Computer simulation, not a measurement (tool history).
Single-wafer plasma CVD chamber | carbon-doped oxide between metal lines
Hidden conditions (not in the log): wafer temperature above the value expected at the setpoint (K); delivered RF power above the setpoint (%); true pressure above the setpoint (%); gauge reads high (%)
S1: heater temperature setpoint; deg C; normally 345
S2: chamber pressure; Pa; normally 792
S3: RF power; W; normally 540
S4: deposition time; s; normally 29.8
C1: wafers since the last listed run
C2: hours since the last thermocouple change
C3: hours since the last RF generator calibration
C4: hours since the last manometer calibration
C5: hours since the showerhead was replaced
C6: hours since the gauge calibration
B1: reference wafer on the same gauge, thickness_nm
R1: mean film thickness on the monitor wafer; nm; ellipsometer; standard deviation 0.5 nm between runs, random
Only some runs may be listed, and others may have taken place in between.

run 1 day=0.000 | S1=345 S2=792 S3=540 S4=29.8 | C1=0 C2=986.7 C3=1165.9 C4=567.7 C5=2921.4 C6=898.5 | B1=139.085 | R1=172.845
-- day=0.988 thermocouple changed; heater temperature recalibrated
-- day=1.396 RF generator calibrated
run 2 day=1.767 | S1=345 S2=792 S3=540 S4=29.8 | C1=335 C2=18.7 C3=8.9 C4=610.1 C5=2963.8 C6=940.9 | B1=138.885 | R1=172.411
run 3 day=5.325 | S1=345 S2=792 S3=540 S4=29.8 | C1=1086 C2=104.1 C3=94.3 C4=695.5 C5=3049.2 C6=1026.3 | B1=138.971 | R1=173.625
run 4 day=8.438 | S1=345 S2=792 S3=540 S4=29.8 | C1=950 C2=178.8 C3=169.0 C4=770.2 C5=3123.9 C6=1101.0 | B1=138.995 | R1=173.810
run 5 day=12.171 | S1=345 S2=792 S3=540 S4=29.8 | C1=1139 C2=268.4 C3=258.6 C4=859.8 C5=3213.5 C6=1190.6 | B1=138.967 | R1=174.173
run 6 day=15.275 | S1=337 S2=792 S3=540 S4=33.2 | C1=947 C2=342.9 C3=333.1 C4=934.3 C5=3288.0 C6=1265.1 | B1=138.912 | R1=197.793
run 7 day=17.171 | S1=337 S2=792 S3=540 S4=33.2 | C1=578 C2=388.4 C3=378.6 C4=979.8 C5=3333.5 C6=1310.6 | B1=139.147 | R1=197.129
run 8 day=19.608 | S1=337 S2=792 S3=540 S4=33.2 | C1=744 C2=446.9 C3=437.1 C4=1038.3 C5=3392.0 C6=1369.1 | B1=138.964 | R1=198.251
run 9 day=23.321 | S1=345 S2=855 S3=540 S4=29.8 | C1=1133 C2=536.0 C3=526.2 C4=1127.4 C5=3481.1 C6=1458.2 | B1=139.056 | R1=174.495
-- day=23.933 gauge calibrated
run 10 day=27.517 | S1=345 S2=792 S3=540 S4=29.8 | C1=1281 C2=636.7 C3=626.9 C4=1228.1 C5=3581.8 C6=86.0 | B1=139.012 | R1=173.032
-- day=28.717 capacitance manometer re-zeroed and calibrated
run 11 day=30.712 | S1=345 S2=792 S3=540 S4=29.8 | C1=874 C2=713.4 C3=703.6 C4=47.9 C5=3658.5 C6=162.7 | B1=138.908 | R1=173.019
run 12 day=32.900 | S1=345 S2=792 S3=540 S4=29.8 | C1=667 C2=765.9 C3=756.1 C4=100.4 C5=3711.0 C6=215.2 | B1=139.095 | R1=172.911
run 13 day=35.533 | S1=337 S2=792 S3=540 S4=29.8 | C1=804 C2=829.1 C3=819.3 C4=163.6 C5=3774.2 C6=278.4 | B1=139.041 | R1=179.122

For run 14, what comes out?
run 14 day=37.196 | S1=345 S2=792 S3=450 S4=33.1 | C1=507 C2=869.0 C3=859.2 C4=203.5 C5=3814.1 C6=318.3 | B1=? | R1=?

{"run 14": {"B1": 139.128, "R1": 172.797}}
Minus the tool's unlogged condition, the same run would have read R1 172.797 nm.
